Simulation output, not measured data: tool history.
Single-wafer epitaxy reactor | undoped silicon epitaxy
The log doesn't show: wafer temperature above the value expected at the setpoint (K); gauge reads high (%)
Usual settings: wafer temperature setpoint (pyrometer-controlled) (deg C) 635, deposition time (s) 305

run,hour,wafer temperature setpoint (pyrometer-controlled) (deg C),deposition time (s),wafers since the last listed run,hours since the last pyrometer calibration,hours since the gauge calibration,"read-back reference wafer on the same gauge, thickness_nm",mean film thickness on the monitor wafer (nm)
1,0.0,635,305,0,896.1,183.0,38.504,34.837
2,31.7,635,305,189,927.8,214.7,38.523,35.019
3,63.3,635,305,188,959.4,246.3,38.513,34.888
4,79.2,635,305,95,975.3,262.2,38.500,34.857
5,99.1,635,305,118,995.2,282.1,38.486,34.975
6,120.0,635,339,124,1016.1,303.0,38.504,38.795
7,133.7,635,339,81,1029.8,316.7,38.503,38.697
8,151.7,635,305,107,1047.8,334.7,38.521,34.850
9,166.7,642,305,89,1062.8,349.7,38.525,39.978
10,194.9,642,305,168,1091.0,377.9,38.521,39.868
11,212.8,642,305,106,1108.9,395.8,38.510,39.808
12,245.1,635,340,193,1141.2,428.1,38.512,38.828
13,266.6,635,340,128,1162.7,449.6,38.499,38.662
14,294.2,635,305,164,1190.3,477.2,38.470,34.673
15,314.8,635,305,123,1210.9,497.8,38.496,34.713
16,350.6,635,305,213,1246.7,533.6,38.496,34.624
17,379.0,635,290,169,1275.1,562.0,38.505,32.981
18,394.2,635,290,90,1290.3,577.2,38.477,32.983
19,453.4,641,305,353,1349.5,636.4,38.491,38.969
20,537.8,640,287,504,1433.9,720.8,38.509,35.828
21,569.0,635,246,186,1465.1,752.0,38.504,27.858
22,602.2,635,305,198,1498.3,785.2,38.497,34.430
23,625.2,650,273,137,1521.3,808.2,38.491,41.317
24,655.1,648,329,178,1551.2,838.1,38.484,48.008
25,672.8,624,335,105,1568.9,855.8,38.495,30.285
# hour 675.6: gauge calibrated
# hour 682.4: pyrometer calibrated
26,706.2,620,322,151,23.8,30.6,38.507,27.864
27,719.2,641,283,77,36.8,43.6,38.471,37.142
28,738.0,635,305,112,55.6,62.4,38.515,35.611
29,771.0,644,305,197,88.6,95.4,38.494,42.381
30,795.4,645,343,145,113.0,119.8,38.490,48.461
31,810.2,624,359,88,127.8,134.6,38.504,33.521
32,837.8,625,305,164,155.4,162.2,38.503,29.020
33,869.9,645,305,191,187.5,194.3,38.494,43.295
34,886.1,635,305,96,203.7,210.5,38.487,35.433
35,908.5,629,274,133,226.1,232.9,38.501,28.262
36,941.0,635,305,194,258.6,265.4,38.491,35.418
37,957.9,644,305,101,275.5,282.3,38.502,42.236
38,990.5,635,363,194,308.1,314.9,38.469,41.891

Forecast each of these 3 alternatives for the next run:
A,991.0,635,305,2,308.6,315.4,?,?
B,991.0,629,279,2,308.6,315.4,?,?
C,991.0,640,305,2,308.6,315.4,?,?

run,"read-back reference wafer on the same gauge, thickness_nm",mean film thickness on the monitor wafer (nm)
A,38.504,35.394
B,38.504,28.724
C,38.504,39.065
Without the tool's hidden state the same runs would have given:
run,mean film thickness on the monitor wafer (nm)
A,35.778
B,29.040
C,39.485
